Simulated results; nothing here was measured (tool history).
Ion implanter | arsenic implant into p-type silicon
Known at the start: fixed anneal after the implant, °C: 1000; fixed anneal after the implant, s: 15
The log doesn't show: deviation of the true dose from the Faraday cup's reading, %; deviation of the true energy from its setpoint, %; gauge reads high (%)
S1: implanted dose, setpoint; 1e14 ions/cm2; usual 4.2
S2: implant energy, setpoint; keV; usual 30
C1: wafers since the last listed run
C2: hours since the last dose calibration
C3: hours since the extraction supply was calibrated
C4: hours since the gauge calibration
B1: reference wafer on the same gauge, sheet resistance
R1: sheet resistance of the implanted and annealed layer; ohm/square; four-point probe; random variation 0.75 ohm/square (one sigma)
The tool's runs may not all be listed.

{"run": 1, "hour": 0.0, "S1": 4.2, "S2": 30, "C1": 0, "C2": 494.7, "C3": 4887.6, "C4": 425.8, "B1": 203.07, "R1": 189.23}
{"run": 2, "hour": 25.8, "S1": 4.2, "S2": 30, "C1": 704, "C2": 520.5, "C3": 4913.4, "C4": 451.6, "B1": 202.99, "R1": 190.93}
{"run": 3, "hour": 42.7, "S1": 4.2, "S2": 30, "C1": 461, "C2": 537.4, "C3": 4930.3, "C4": 468.5, "B1": 202.97, "R1": 191.34}
{"run": 4, "hour": 76.6, "S1": 4.2, "S2": 32.5, "C1": 926, "C2": 571.3, "C3": 4964.2, "C4": 502.4, "B1": 203.06, "R1": 188.08}
{"run": 5, "hour": 107.2, "S1": 4.2, "S2": 32.5, "C1": 836, "C2": 601.9, "C3": 4994.8, "C4": 533, "B1": 203.07, "R1": 188.11}
{"run": 6, "hour": 138.9, "S1": 4.2, "S2": 30, "C1": 866, "C2": 633.6, "C3": 5026.5, "C4": 564.7, "B1": 202.97, "R1": 190.52}
{"run": 7, "hour": 169.9, "S1": 4.2, "S2": 30, "C1": 846, "C2": 664.6, "C3": 5057.5, "C4": 595.7, "B1": 202.71, "R1": 190.18}
{"run": 8, "hour": 187.1, "S1": 4.2, "S2": 30, "C1": 469, "C2": 681.8, "C3": 5074.7, "C4": 612.9, "B1": 202.89, "R1": 190.68}
{"run": 9, "hour": 259.5, "S1": 4.2, "S2": 30, "C1": 1978, "C2": 754.2, "C3": 5147.1, "C4": 685.3, "B1": 203.27, "R1": 190.15}
{"run": 10, "hour": 291.3, "S1": 4.2, "S2": 30, "C1": 868, "C2": 786, "C3": 5178.9, "C4": 717.1, "B1": 202.95, "R1": 189.84}
{"run": 11, "hour": 314.5, "S1": 4.2, "S2": 30, "C1": 633, "C2": 809.2, "C3": 5202.1, "C4": 740.3, "B1": 202.93, "R1": 189.27}
{"hour": 328.0, "done": "Faraday cup replaced and dose calibrated"}
{"run": 12, "hour": 341.7, "S1": 4.2, "S2": 30, "C1": 524, "C2": 13.7, "C3": 5229.3, "C4": 767.5, "B1": 203.11, "R1": 197.04}
{"run": 13, "hour": 374.6, "S1": 4.2, "S2": 30, "C1": 898, "C2": 46.6, "C3": 5262.2, "C4": 800.4, "B1": 203, "R1": 196.72}
{"run": 14, "hour": 410.0, "S1": 4.2, "S2": 30, "C1": 967, "C2": 82, "C3": 5297.6, "C4": 835.8, "B1": 203.05, "R1": 194.72}
{"run": 15, "hour": 440.6, "S1": 3.38, "S2": 38.5, "C1": 836, "C2": 112.6, "C3": 5328.2, "C4": 866.4, "B1": 203, "R1": 220.1}
{"run": 16, "hour": 460.5, "S1": 4.2, "S2": 37.5, "C1": 543, "C2": 132.5, "C3": 5348.1, "C4": 886.3, "B1": 202.85, "R1": 188.53}
{"run": 17, "hour": 473.7, "S1": 4.71, "S2": 30, "C1": 360, "C2": 145.7, "C3": 5361.3, "C4": 899.5, "B1": 203.16, "R1": 178.87}
{"run": 18, "hour": 532.7, "S1": 5.13, "S2": 26, "C1": 1611, "C2": 204.7, "C3": 5420.3, "C4": 958.5, "B1": 202.89, "R1": 169.51}
{"run": 19, "hour": 563.4, "S1": 3.34, "S2": 27.5, "C1": 838, "C2": 235.4, "C3": 5451, "C4": 989.2, "B1": 203.04, "R1": 231.99}
{"run": 20, "hour": 591.3, "S1": 5.13, "S2": 26, "C1": 762, "C2": 263.3, "C3": 5478.9, "C4": 1017.1, "B1": 202.95, "R1": 168.77}
{"hour": 602.4, "done": "gauge calibrated"}
{"run": 21, "hour": 618.6, "S1": 4.2, "S2": 30, "C1": 745, "C2": 290.6, "C3": 5506.2, "C4": 16.2, "B1": 202.94, "R1": 191.53}

Forecast run 22:
{"hour": 639.8, "done": "extraction supply calibrated"}
{"run": 22, "hour": 644.5, "S1": 3.14, "S2": 30, "C1": 489, "C2": 316.5, "C3": 4.7, "C4": 42.1, "B1": "?", "R1": "?"}

Run 22 gave B1 202.95, R1 238.13 ohm/square.
Without the tool's hidden state the same run would have given R1 245.52 ohm/square.

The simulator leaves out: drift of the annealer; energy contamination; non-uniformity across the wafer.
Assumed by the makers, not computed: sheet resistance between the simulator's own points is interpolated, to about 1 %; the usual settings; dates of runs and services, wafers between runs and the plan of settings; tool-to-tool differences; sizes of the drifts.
